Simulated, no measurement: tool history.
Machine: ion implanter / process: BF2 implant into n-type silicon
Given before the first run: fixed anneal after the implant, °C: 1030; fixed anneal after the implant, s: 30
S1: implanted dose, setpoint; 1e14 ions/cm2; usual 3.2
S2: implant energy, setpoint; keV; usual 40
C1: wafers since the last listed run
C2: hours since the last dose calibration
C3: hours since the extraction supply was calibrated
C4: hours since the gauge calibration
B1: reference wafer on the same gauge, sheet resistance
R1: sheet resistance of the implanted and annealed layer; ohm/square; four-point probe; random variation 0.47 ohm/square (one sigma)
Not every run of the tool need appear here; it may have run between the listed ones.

run	day	S1	S2	C1	C2	C3	C4	B1	R1
1	0	3.2	40	0	249.2	3258.7	1330.7	351.94	314.94
2	2.079	3.2	40	886	299.1	3308.6	1380.6	351.96	314.1
3	5.775	3.2	40	1576	387.8	3397.3	1469.3	351.97	313.84
4	9.175	3.2	40	1450	469.4	3478.9	1550.9	352	313.53
5	11.488	3.2	40	986	524.9	3534.4	1606.4	352.01	312.93
6	15.771	3.2	35.5	1827	627.7	3637.2	1709.2	351.98	316.83
7	18.3	3.2	35.5	1078	688.4	3697.9	1769.9	351.97	316.69
8	20.167	3.2	35.5	796	733.2	3742.7	1814.7	352	317.21
9	23.246	3.73	44.5	1313	807.1	3816.6	1888.6	351.94	272.65
10	26.55	3.2	47.5	1409	886.4	3895.9	1967.9	352.07	307.31
11	30.604	3.73	40	1729	983.7	3993.2	2065.2	352.01	275.5
# day 32.471: Faraday cup replaced and dose calibrated
# day 32.858: gauge calibrated
12	34.254	3.73	40	1414	42.8	4080.8	33.5	351.85	277.16
13	35.862	3.73	40	686	81.4	4119.4	72.1	352.13	276.29
14	39.45	2.64	40	1530	167.5	4205.5	158.2	352.01	367.96
# day 42.008: extraction supply calibrated
15	42.029	2.64	40	957	229.4	0.5	220.1	352.05	368.84
16	45.371	2.64	40	1425	309.6	80.7	300.3	351.99	368.94
17	47.862	3.2	40	1062	369.4	140.5	360.1	351.93	313.75
18	51.992	3.2	40	1761	468.5	239.6	459.2	351.87	313.63
19	56.421	3.73	40	1889	574.8	345.9	565.5	352.16	275.89
20	59.725	3.51	27	1409	654.1	425.2	644.8	352.01	300.12

Estimate the outcome of run 21 from the log above:
21	61.3	2.33	29.5	671	691.9	463	682.6	?	?

{"run 21": {"B1": 352.05, "R1": 421.54}}
With no hidden state in the tool, this same run would have given R1 423.55 ohm/square.
